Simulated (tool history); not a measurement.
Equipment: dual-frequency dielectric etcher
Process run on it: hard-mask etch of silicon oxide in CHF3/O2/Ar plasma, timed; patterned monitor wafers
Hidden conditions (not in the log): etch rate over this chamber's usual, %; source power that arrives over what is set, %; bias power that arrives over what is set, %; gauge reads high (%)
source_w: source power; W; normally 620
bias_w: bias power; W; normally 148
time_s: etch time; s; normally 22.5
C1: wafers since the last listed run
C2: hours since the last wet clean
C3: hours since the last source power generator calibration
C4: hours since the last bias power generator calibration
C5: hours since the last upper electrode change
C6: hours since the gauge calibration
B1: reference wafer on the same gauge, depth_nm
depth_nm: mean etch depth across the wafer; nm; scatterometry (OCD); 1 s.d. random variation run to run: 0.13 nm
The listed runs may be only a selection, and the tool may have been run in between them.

run 1 hour=0.0 | source_w=620 bias_w=148 time_s=22.5 | C1=0 C2=50.5 C3=3633.3 C4=3807.7 C5=5009.9 C6=535.5 | B1=43.06 | depth_nm=44.45
run 2 hour=105.3 | source_w=620 bias_w=148 time_s=22.5 | C1=2029 C2=155.8 C3=3738.6 C4=3913.0 C5=5115.2 C6=640.8 | B1=43.10 | depth_nm=44.31
run 3 hour=156.7 | source_w=620 bias_w=148 time_s=22.5 | C1=990 C2=207.2 C3=3790.0 C4=3964.4 C5=5166.6 C6=692.2 | B1=43.06 | depth_nm=44.33
run 4 hour=195.5 | source_w=620 bias_w=148 time_s=22.5 | C1=747 C2=246.0 C3=3828.8 C4=4003.2 C5=5205.4 C6=731.0 | B1=43.09 | depth_nm=44.52
run 5 hour=294.6 | source_w=620 bias_w=148 time_s=22.5 | C1=1910 C2=345.1 C3=3927.9 C4=4102.3 C5=5304.5 C6=830.1 | B1=43.11 | depth_nm=44.22
-- hour=384.9 upper electrode replaced
-- hour=389.2 wet clean of the chamber
run 6 hour=389.7 | source_w=620 bias_w=148 time_s=22.5 | C1=1286 C2=0.5 C3=4023.0 C4=4197.4 C5=4.8 C6=925.2 | B1=43.08 | depth_nm=44.30
-- hour=409.5 source power generator calibrated
run 7 hour=445.0 | source_w=620 bias_w=148 time_s=22.5 | C1=988 C2=55.8 C3=35.5 C4=4252.7 C5=60.1 C6=980.5 | B1=43.09 | depth_nm=44.56
-- hour=483.2 gauge calibrated
run 8 hour=505.3 | source_w=620 bias_w=148 time_s=25.5 | C1=1162 C2=116.1 C3=95.8 C4=4313.0 C5=120.4 C6=22.1 | B1=43.10 | depth_nm=50.30
run 9 hour=606.2 | source_w=490 bias_w=169 time_s=24.5 | C1=1945 C2=217.0 C3=196.7 C4=4413.9 C5=221.3 C6=123.0 | B1=43.13 | depth_nm=46.85

Run 10 comes next. What will it give?
run 10 hour=700.1 | source_w=620 bias_w=148 time_s=22.5 | C1=1810 C2=310.9 C3=290.6 C4=4507.8 C5=315.2 C6=216.9 | B1=? | depth_nm=?

B1: 43.14
depth_nm: 44.43 nm
Were there no unlogged condition in the tool, this run, its random variation unchanged, would have produced depth_nm 44.43 nm.

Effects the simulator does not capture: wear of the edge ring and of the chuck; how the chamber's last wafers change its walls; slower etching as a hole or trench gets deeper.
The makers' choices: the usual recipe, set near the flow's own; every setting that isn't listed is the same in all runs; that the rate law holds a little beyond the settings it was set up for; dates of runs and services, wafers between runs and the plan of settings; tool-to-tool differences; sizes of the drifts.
